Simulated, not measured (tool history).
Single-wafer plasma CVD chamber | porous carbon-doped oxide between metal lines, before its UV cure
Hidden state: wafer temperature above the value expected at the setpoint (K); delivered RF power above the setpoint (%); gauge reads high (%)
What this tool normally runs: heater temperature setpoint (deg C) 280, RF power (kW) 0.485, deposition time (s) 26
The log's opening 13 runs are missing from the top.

run    hour  heater temperature setpoint (deg C)  RF power (kW)  deposition time (s)  wafers since the last listed run  hours since the last thermocouple change  hours since the last RF generator calibration  hours since the showerhead was replaced  hours since the gauge calibration  read-back reference wafer on the same gauge, thickness_nm  mean film thickness on the monitor wafer (angstrom)
 14   431.8                                  280          0.415                   26                               329                                     159.6                                         1690.6                                     7801                              938.2                                                    166.936                                              1429.25
 15   452.5                                  280          0.415                   26                               513                                     180.3                                         1711.3                                   7821.7                              958.9                                                    167.127                                              1429.08
      467.3  -- showerhead replaced
 16   481.4                                  280           0.44                 28.7                               518                                     209.2                                         1740.2                                     14.1                              987.8                                                    167.169                                              1630.08
 17   502.9                                  272          0.575                 21.2                               533                                     230.7                                         1761.7                                     35.6                             1009.3                                                    167.125                                               1554.2
 18   560.7                                  267          0.485                   26                              1433                                     288.5                                         1819.5                                     93.4                             1067.1                                                     166.78                                               1731.1
 19   589.6                                  280          0.485                 24.2                               716                                     317.4                                         1848.4                                    122.3                               1096                                                    166.761                                              1503.57
 20     606                                  280           0.39                   26                               406                                     333.8                                         1864.8                                    138.7                             1112.4                                                    166.985                                              1358.24
 21   621.1                                  280          0.485                   26                               374                                     348.9                                         1879.9                                    153.8                             1127.5                                                    167.149                                              1588.95
      647.9  -- gauge calibrated
 22   656.7                                  280          0.485                   26                               882                                     384.5                                         1915.5                                    189.4                                8.8                                                    166.517                                              1600.88
 23   673.7                                  290          0.395                 24.5                               421                                     401.5                                         1932.5                                    206.4                               25.8                                                    166.836                                              1219.67
 24   687.3                                  280          0.485                   26                               337                                     415.1                                         1946.1                                      220                               39.4                                                    166.986                                              1593.53
 25   707.2                                  280          0.525                 21.8                               493                                       435                                           1966                                    239.9                               59.3                                                    166.947                                               1405.5
      760.4  -- RF generator calibrated
 26   768.2                                  272          0.485                   26                              1314                                       496                                            7.8                                    300.9                              120.3                                                      167.2                                              1697.88
 27   782.5                                  280          0.485                 28.1                               354                                     510.3                                           22.1                                    315.2                              134.6                                                    166.922                                              1725.17
 28   818.2                                  290          0.425                 21.4                               885                                       546                                           57.8                                    350.9                              170.3                                                     166.94                                              1120.63
 29     853                                  293           0.39                 24.6                               863                                     580.8                                           92.6                                    385.7                              205.1                                                    167.049                                              1170.42
 30   869.5                                  280          0.485                   26                               409                                     597.3                                          109.1                                    402.2                              221.6                                                    167.361                                              1604.43
 31   888.7                                  280          0.485                   26                               476                                     616.5                                          128.3                                    421.4                              240.8                                                    166.737                                              1596.81
 32   909.8                                  280           0.57                 22.9                               523                                     637.6                                          149.4                                    442.5                              261.9                                                    166.915                                              1553.21
 33   978.8                                  280           0.55                   26                              1711                                     706.6                                          218.4                                    511.5                              330.9                                                    167.225                                              1713.19
 34  1011.1                                  294          0.485                 29.9                               801                                     738.9                                          250.7                                    543.8                              363.2                                                    167.205                                              1646.65
 35  1044.4                                  273          0.485                 23.7                               825                                     772.2                                            284                                    577.1                              396.5                                                    167.053                                              1532.56

What if the next run were any one of these 3? Each begins from the tool's condition after run 35:
  A  1044.8                                  280           0.43                   26                                 9                                     772.6                                          284.4                                    577.5                              396.9                                                          ?                                                    ?
  B  1044.8                                  286          0.485                   26                                 9                                     772.6                                          284.4                                    577.5                              396.9                                                          ?                                                    ?
  C  1044.8                                  271          0.485                   26                                 9                                     772.6                                          284.4                                    577.5                              396.9                                                          ?                                                    ?

run  read-back reference wafer on the same gauge, thickness_nm  mean film thickness on the monitor wafer (angstrom)
  A                                                    167.412                                              1453.85
  B                                                    167.412                                              1512.56
  C                                                    167.412                                              1687.33
Stripped of hidden state, with their random variation kept, the same runs would have yielded:
run  mean film thickness on the monitor wafer (angstrom)
  A                                              1453.85
  B                                              1512.56
  C                                              1687.33
